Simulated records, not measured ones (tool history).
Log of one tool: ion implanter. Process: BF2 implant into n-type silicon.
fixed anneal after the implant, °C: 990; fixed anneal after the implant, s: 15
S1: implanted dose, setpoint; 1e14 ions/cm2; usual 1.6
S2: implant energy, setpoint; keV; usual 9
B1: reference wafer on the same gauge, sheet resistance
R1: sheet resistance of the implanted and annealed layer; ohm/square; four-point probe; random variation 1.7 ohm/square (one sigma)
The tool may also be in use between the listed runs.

run,day,S1,S2,B1,R1
1,0,1.6,10.5,757.7,702.92
2,2.325,1.6,10,756.97,706.18
3,4.425,1.6,10,756.27,707.53
4,7.621,1.6,10,757.1,708.95
5,9.875,1.6,9,757.07,719.72
6,11.371,1.6,9,757.94,721.81
7,13.892,1.6,9,756.55,723.28
8,16.858,1.26,9,757.6,880.12
9,18.571,1.26,9,757.15,885.18
# day 20.162: gauge calibrated
10,20.917,1.26,9,757.11,885.05
# day 22.075: extraction supply calibrated
11,22.096,2.05,11,756.6,580.43
12,23.383,1.3,11.5,757.73,848.1
# day 23.983: Faraday cup replaced and dose calibrated
13,24.621,1.6,10.5,756.28,698.43
14,26.175,1.18,10,757.05,907.61
15,28.092,1.89,8,757.42,647.51
16,29.583,2.06,10,756.43,576.11
17,30.971,1.99,10,757.16,587.79
18,39.908,1.6,9,757.03,716.09
19,42.358,1.18,10,757.12,913.2
20,43.754,1.73,11.5,757.69,651.19
21,44.983,1.6,7.5,757.04,750.21

Forecast each of these 3 alternatives for the next run:
A,45,1.19,9,?,?
B,45,1.93,10,?,?
C,45,1.6,7,?,?

run,B1,R1
A,757.04,920.59
B,757.04,611.1
C,757.04,760.3
Without the tool's hidden state the same runs would have given:
run,R1
A,911.59
B,605.5
C,754.01

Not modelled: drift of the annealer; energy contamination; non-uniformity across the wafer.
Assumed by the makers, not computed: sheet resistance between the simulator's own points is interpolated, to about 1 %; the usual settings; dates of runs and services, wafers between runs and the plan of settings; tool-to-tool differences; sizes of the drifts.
